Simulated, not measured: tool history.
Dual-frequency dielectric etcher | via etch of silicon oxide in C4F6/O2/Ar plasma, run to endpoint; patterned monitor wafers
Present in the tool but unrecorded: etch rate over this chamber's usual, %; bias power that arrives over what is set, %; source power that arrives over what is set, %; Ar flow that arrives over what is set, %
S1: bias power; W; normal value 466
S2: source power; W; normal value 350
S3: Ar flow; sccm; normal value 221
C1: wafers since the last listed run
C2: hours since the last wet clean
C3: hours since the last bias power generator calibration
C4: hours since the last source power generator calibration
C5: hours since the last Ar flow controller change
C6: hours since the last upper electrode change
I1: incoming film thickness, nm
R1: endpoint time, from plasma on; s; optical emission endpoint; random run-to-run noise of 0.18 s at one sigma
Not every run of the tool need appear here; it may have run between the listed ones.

run,hour,S1,S2,S3,C1,C2,C3,C4,C5,C6,I1,R1
1,0,466,350,221,0,267.2,1442.1,1790.2,4630.7,5261.2,149.6,35.5
2,30.1,466,350,258,477,297.3,1472.2,1820.3,4660.8,5291.3,148.6,36.5
# hour 66.5: wet clean of the chamber
3,67,466,350,258,204,0.5,1509.1,1857.2,4697.7,5328.2,151.3,36.8
4,89,466,350,221,348,22.5,1531.1,1879.2,4719.7,5350.2,147.5,34.8
# hour 101.2: bias power generator calibrated
5,112.2,466,350,221,304,45.7,11,1902.4,4742.9,5373.4,147.9,36.3
6,144.5,466,350,221,512,78,43.3,1934.7,4775.2,5405.7,149.6,36.5
7,158.2,466,350,221,217,91.7,57,1948.4,4788.9,5419.4,146.3,35.5
8,176.4,466,350,221,288,109.9,75.2,1966.6,4807.1,5437.6,147.9,36
9,205.4,466,270,204,459,138.9,104.2,1995.6,4836.1,5466.6,149.1,40.2
# hour 268.8: upper electrode replaced
10,285.9,466,310,240,895,219.4,184.7,2076.1,4916.6,17.1,148.6,38.3
11,315.8,466,350,221,474,249.3,214.6,2106,4946.5,47,149.2,36.4
12,332.8,547,380,255,269,266.3,231.6,2123,4963.5,64,148.7,32.7
13,350.2,466,350,221,275,283.7,249,2140.4,4980.9,81.4,149.4,36.1
# hour 362.5: source power generator calibrated
14,378.6,554,350,221,386,312.1,277.4,16.1,5009.3,109.8,148.7,32.9
# hour 398.1: Ar flow controller replaced
# hour 412.4: wet clean of the chamber
15,429.1,466,350,205,478,16.7,327.9,66.6,31,160.3,149.4,35.9
16,459.9,557,350,184,488,47.5,358.7,97.4,61.8,191.1,149.5,31.8
17,475.5,545,320,254,247,63.1,374.3,113,77.4,206.7,147.2,34.6
18,491.8,568,400,239,258,79.4,390.6,129.3,93.7,223,149.2,31.4
19,517.8,466,350,221,412,105.4,416.6,155.3,119.7,249,147.2,36
20,530.9,528,350,221,207,118.5,429.7,168.4,132.8,262.1,151,34.2
21,556,517,310,206,398,143.6,454.8,193.5,157.9,287.2,149.3,35.6
22,572.1,466,380,180,255,159.7,470.9,209.6,174,303.3,149.8,34
23,592.9,466,350,221,329,180.5,491.7,230.4,194.8,324.1,151,36.6
24,623.4,466,330,221,483,211,522.2,260.9,225.3,354.6,149.7,37.5
25,710.8,466,350,251,1385,298.4,609.6,348.3,312.7,442,148.7,36.9
26,739.6,545,320,254,456,327.2,638.4,377.1,341.5,470.8,148.4,35.3
27,766.9,466,350,221,432,354.5,665.7,404.4,368.8,498.1,149.3,36.3
# hour 795.5: wet clean of the chamber
28,796,392,270,189,80,0.5,694.8,433.5,397.9,527.2,149.2,43.8
29,801.6,533,350,184,88,6.1,700.4,439.1,403.5,532.8,149,32.5
30,862.1,466,270,221,959,66.6,760.9,499.6,464,593.3,150.1,40.8

3 ways to go on from here, each from the tool as it stands after run 30. What would each give?
A,862.5,466,320,221,6,67,761.3,500,464.4,593.7,149.7,?
B,862.5,387,400,181,6,67,761.3,500,464.4,593.7,149.7,?
C,862.5,361,420,221,6,67,761.3,500,464.4,593.7,149.7,?

run,R1
A,37.8
B,37.2
C,39.6
Stripped of hidden state, with their random variation kept, the same runs would have yielded:
run,R1
A,37.9
B,37.3
C,39.7
